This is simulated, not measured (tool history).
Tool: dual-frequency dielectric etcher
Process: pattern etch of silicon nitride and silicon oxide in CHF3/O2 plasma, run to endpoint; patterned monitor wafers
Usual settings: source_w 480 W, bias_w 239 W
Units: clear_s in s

run   hour  source_w  bias_w  wafers since the last listed run  hours since the last wet clean  hours since the last source power generator calibration  hours since the last bias power generator calibration  hours since the last upper electrode change  incoming incoming film thickness, nm  clear_s
  1      0       480     201                                 0                            64.9                                                   2284.3                                                 3318.1                                       4907.9                                 199.4    133.8
  2   21.6       480     201                               176                            86.5                                                   2305.9                                                 3339.7                                       4929.5                                 199.1    133.5
  3   55.1       480     239                               273                             120                                                   2339.4                                                 3373.2                                         4963                                 199.7    128.8
  4   81.7       480     239                               217                           146.6                                                     2366                                                 3399.8                                       4989.6                                 199.2      129
  5  102.5       480     239                               169                           167.4                                                   2386.8                                                 3420.6                                       5010.4                                 197.4    128.1
  6  116.7       530     239                               115                           181.6                                                     2401                                                 3434.8                                       5024.6                                 197.6    122.7
  7  140.4       530     239                               193                           205.3                                                   2424.7                                                 3458.5                                       5048.3                                 197.4    123.4
  8  162.4       480     239                               179                           227.3                                                   2446.7                                                 3480.5                                       5070.3                                 198.3    129.1
  9    188       480     239                               208                           252.9                                                   2472.3                                                 3506.1                                       5095.9                                 199.2    131.6
 10  223.1       530     216                               286                             288                                                   2507.4                                                 3541.2                                         5131                                 198.8    128.9
 11  242.8       530     216                               160                           307.7                                                   2527.1                                                 3560.9                                       5150.7                                 199.4    128.1
 12  274.5       530     216                               258                           339.4                                                   2558.8                                                 3592.6                                       5182.4                                 199.6      130
     319.2  -- wet clean of the chamber
 13  319.7       400     276                               172                             0.5                                                     2604                                                 3637.8                                       5227.6                                 197.5    132.7
 14  320.1       560     256                                 3                             0.9                                                   2604.4                                                 3638.2                                         5228                                   199    118.5
     389.8  -- bias power generator calibrated
 15  408.9       390     278                               691                            89.7                                                   2693.2                                                   19.1                                       5316.8                                 197.5    135.7
 16  423.6       550     265                               119                           104.4                                                   2707.9                                                   33.8                                       5331.5                                 198.2      117
     449.3  -- upper electrode replaced
 17  449.8       480     201                                17                           130.6                                                   2734.1                                                     60                                          0.5                                 199.2    136.9
 18    486       370     192                               295                           166.8                                                   2770.3                                                   96.2                                         36.7                                 198.6    157.3
     503.5  -- source power generator calibrated
 19  508.3       530     216                               149                           189.1                                                      4.8                                                  118.5                                           59                                 198.6    128.1
 20  579.4       400     256                               580                           260.2                                                     75.9                                                  189.6                                        130.1                                 198.8    141.5
 21  639.4       380     203                               489                           320.2                                                    135.9                                                  249.6                                        190.1                                 199.2      156
     683.2  -- wet clean of the chamber
 22  683.7       570     210                               165                             0.5                                                    180.2                                                  293.9                                        234.4                                 198.6    122.5
 23  713.8       480     211                               245                            30.6                                                    210.3                                                    324                                        264.5                                 198.7    132.7
 24  733.9       480     239                               163                            50.7                                                    230.4                                                  344.1                                        284.6                                 199.9    129.3

Hidden state or all else? Some run-to-run changes of clear_s, split into what the settings, what came in and random variation would give without the hidden state, and what is left for the hidden state (with any gauge scatter that isn't in both results):
The hidden state here: etch rate over this chamber's usual, %; source power that arrives over what is set, %; bias power that arrives over what is set, %.
Run 12 -> 13: source_w 530 -> 400, bias_w 216 -> 276, wet clean of the chamber. clear_s +2.7 s: hidden state -3.6, all else +6.3.
Run 18 -> 19: source_w 370 -> 530, bias_w 192 -> 216, source power generator calibrated. clear_s -29.2 s: hidden state -0.3, all else -28.9.
Run 21 -> 22: source_w 380 -> 570, bias_w 203 -> 210, wet clean of the chamber. clear_s -33.5 s: hidden state -6.5, all else -27.

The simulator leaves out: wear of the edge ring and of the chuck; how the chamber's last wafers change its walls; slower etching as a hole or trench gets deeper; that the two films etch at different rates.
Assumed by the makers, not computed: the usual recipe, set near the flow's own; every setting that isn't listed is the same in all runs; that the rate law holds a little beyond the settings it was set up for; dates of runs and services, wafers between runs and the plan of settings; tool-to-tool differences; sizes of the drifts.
